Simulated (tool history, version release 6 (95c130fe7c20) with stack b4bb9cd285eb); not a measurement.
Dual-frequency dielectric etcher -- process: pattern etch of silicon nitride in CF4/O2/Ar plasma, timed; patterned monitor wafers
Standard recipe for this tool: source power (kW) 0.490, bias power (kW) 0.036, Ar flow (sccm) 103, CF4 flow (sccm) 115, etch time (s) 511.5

run	hour	source power (kW)	bias power (kW)	Ar flow (sccm)	CF4 flow (sccm)	etch time (s)	wafers since the last listed run	hours since the last wet clean	hours since the last source power generator calibration	hours since the last bias power generator calibration	hours since the last Ar flow controller change	hours since the last CF4 flow controller change	hours since the last upper electrode change	hours since the gauge calibration	read-back reference wafer on the same gauge, depth_nm	mean etch depth across the wafer (angstrom)
1	0.0	0.540	0.036	103	143	511.5	0	208.3	3232.0	1649.8	3575.5	614.7	116.8	2713.5	695.1	9249
2	40.0	0.590	0.036	103	115	511.5	116	248.3	3272.0	1689.8	3615.5	654.7	156.8	2753.5	695.6	9349
3	122.4	0.490	0.029	103	115	430.0	239	330.7	3354.4	1772.2	3697.9	737.1	239.2	2835.9	695.4	6856
# hour 162.8: bias power generator calibrated
4	171.4	0.490	0.036	103	115	645.0	130	379.7	3403.4	8.6	3746.9	786.1	288.2	2884.9	696.6	10883
5	229.0	0.490	0.036	103	115	511.5	167	437.3	3461.0	66.2	3804.5	843.7	345.8	2942.5	695.6	8667
6	287.5	0.390	0.044	117	115	511.5	169	495.8	3519.5	124.7	3863.0	902.2	404.3	3001.0	696.5	8211
# hour 343.7: wet clean of the chamber
7	376.6	0.490	0.036	103	115	511.5	189	32.9	3608.6	213.8	3952.1	991.3	493.4	3090.1	694.7	8358
8	436.6	0.600	0.028	123	115	594.0	174	92.9	3668.6	273.8	4012.1	1051.3	553.4	3150.1	694.3	9775
9	478.1	0.430	0.036	103	115	639.0	120	134.4	3710.1	315.3	4053.6	1092.8	594.9	3191.6	695.5	10022
# hour 543.6: source power generator calibrated
10	581.9	0.490	0.036	124	115	511.5	289	238.2	38.3	419.1	4157.4	1196.6	698.7	3295.4	696.4	8295
# hour 649.2: gauge calibrated
11	652.8	0.490	0.036	124	115	511.5	205	309.1	109.2	490.0	4228.3	1267.5	769.6	3.6	696.4	8333
# hour 701.2: Ar flow controller replaced
12	720.0	0.450	0.036	81	115	511.5	177	376.3	176.4	557.2	18.8	1334.7	836.8	70.8	695.8	8667
13	765.0	0.590	0.036	103	115	511.5	130	421.3	221.4	602.2	63.8	1379.7	881.8	115.8	693.9	9484
14	855.5	0.430	0.036	83	115	367.5	262	511.8	311.9	692.7	154.3	1470.2	972.3	206.3	696.4	6122
# hour 920.7: wet clean of the chamber
15	921.2	0.590	0.036	88	115	511.5	121	0.5	377.6	758.4	220.0	1535.9	1038.0	272.0	696.8	9446

Run 16 has not been measured yet. What should we expect?
16	964.2	0.490	0.031	85	127	371.0	124	43.5	420.6	801.4	263.0	1578.9	1081.0	315.0	?	?

{"run 16": {"read-back reference wafer on the same gauge, depth_nm": 695.6, "mean etch depth across the wafer (angstrom)": 6219}}
Without the tool's hidden state the same run would have given mean etch depth across the wafer (angstrom) 6216.
